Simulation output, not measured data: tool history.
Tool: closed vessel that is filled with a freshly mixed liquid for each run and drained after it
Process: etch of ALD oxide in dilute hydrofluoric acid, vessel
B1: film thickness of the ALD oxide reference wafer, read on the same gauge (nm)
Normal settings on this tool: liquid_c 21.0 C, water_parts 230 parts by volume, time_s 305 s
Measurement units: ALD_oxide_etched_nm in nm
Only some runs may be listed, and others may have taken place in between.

run 1 hour=0.0 | liquid_c=21.0 water_parts=260 time_s=305 | B1=110.03 | ALD_oxide_etched_nm=8.39
run 2 hour=48.4 | liquid_c=21.0 water_parts=260 time_s=305 | B1=109.99 | ALD_oxide_etched_nm=8.32
run 3 hour=111.1 | liquid_c=21.0 water_parts=260 time_s=305 | B1=110.00 | ALD_oxide_etched_nm=8.32
-- hour=131.1 thermometer replaced
run 4 hour=155.8 | liquid_c=21.0 water_parts=230 time_s=305 | B1=110.01 | ALD_oxide_etched_nm=9.68
run 5 hour=185.7 | liquid_c=21.0 water_parts=230 time_s=305 | B1=110.02 | ALD_oxide_etched_nm=9.64
run 6 hour=238.2 | liquid_c=21.0 water_parts=230 time_s=305 | B1=110.01 | ALD_oxide_etched_nm=9.65
run 7 hour=272.1 | liquid_c=21.0 water_parts=230 time_s=305 | B1=110.01 | ALD_oxide_etched_nm=9.60
run 8 hour=386.4 | liquid_c=21.0 water_parts=230 time_s=305 | B1=110.01 | ALD_oxide_etched_nm=9.60
run 9 hour=430.6 | liquid_c=21.0 water_parts=230 time_s=305 | B1=110.01 | ALD_oxide_etched_nm=9.60
run 10 hour=483.9 | liquid_c=21.0 water_parts=230 time_s=305 | B1=109.99 | ALD_oxide_etched_nm=9.59
run 11 hour=519.4 | liquid_c=17.0 water_parts=155 time_s=365 | B1=110.01 | ALD_oxide_etched_nm=15.69
run 12 hour=550.8 | liquid_c=21.0 water_parts=230 time_s=305 | B1=109.99 | ALD_oxide_etched_nm=9.56
-- hour=555.0 hydrofluoric acid flow meter replaced
run 13 hour=601.9 | liquid_c=24.5 water_parts=150 time_s=155 | B1=110.02 | ALD_oxide_etched_nm=9.49
-- hour=616.8 gauge calibrated
run 14 hour=632.3 | liquid_c=25.5 water_parts=130 time_s=305 | B1=110.00 | ALD_oxide_etched_nm=23.01
run 15 hour=677.6 | liquid_c=21.0 water_parts=115 time_s=305 | B1=110.02 | ALD_oxide_etched_nm=22.10
-- hour=698.4 thermometer replaced
run 16 hour=735.3 | liquid_c=21.0 water_parts=120 time_s=195 | B1=109.99 | ALD_oxide_etched_nm=13.48
run 17 hour=766.8 | liquid_c=21.0 water_parts=130 time_s=145 | B1=110.01 | ALD_oxide_etched_nm=9.20
run 18 hour=836.1 | liquid_c=21.0 water_parts=230 time_s=305 | B1=109.99 | ALD_oxide_etched_nm=9.82
run 19 hour=885.7 | liquid_c=19.5 water_parts=135 time_s=305 | B1=110.00 | ALD_oxide_etched_nm=17.30
run 20 hour=914.7 | liquid_c=19.0 water_parts=230 time_s=445 | B1=109.99 | ALD_oxide_etched_nm=13.22
run 21 hour=964.4 | liquid_c=21.0 water_parts=130 time_s=410 | B1=109.99 | ALD_oxide_etched_nm=25.73

Branching from run 21: 5 alternative next runs. What would each branch give?
run A hour=965.1 | liquid_c=21.0 water_parts=170 time_s=305 | B1=? | ALD_oxide_etched_nm=?
run B hour=965.1 | liquid_c=19.0 water_parts=180 time_s=305 | B1=? | ALD_oxide_etched_nm=?
run C hour=965.1 | liquid_c=21.0 water_parts=230 time_s=185 | B1=? | ALD_oxide_etched_nm=?
run D hour=965.1 | liquid_c=18.5 water_parts=230 time_s=250 | B1=? | ALD_oxide_etched_nm=?
run E hour=965.1 | liquid_c=24.0 water_parts=160 time_s=365 | B1=? | ALD_oxide_etched_nm=?

run=A B1=109.98 ALD_oxide_etched_nm=14.08
run=B B1=109.98 ALD_oxide_etched_nm=12.17
run=C B1=109.98 ALD_oxide_etched_nm=5.94
run=D B1=109.98 ALD_oxide_etched_nm=7.30
run=E B1=109.98 ALD_oxide_etched_nm=20.31
Take away the tool's hidden state, keep each run's random variation, and the runs would have read:
run=A ALD_oxide_etched_nm=14.23
run=B ALD_oxide_etched_nm=12.30
run=C ALD_oxide_etched_nm=6.01
run=D ALD_oxide_etched_nm=7.38
run=E ALD_oxide_etched_nm=20.53
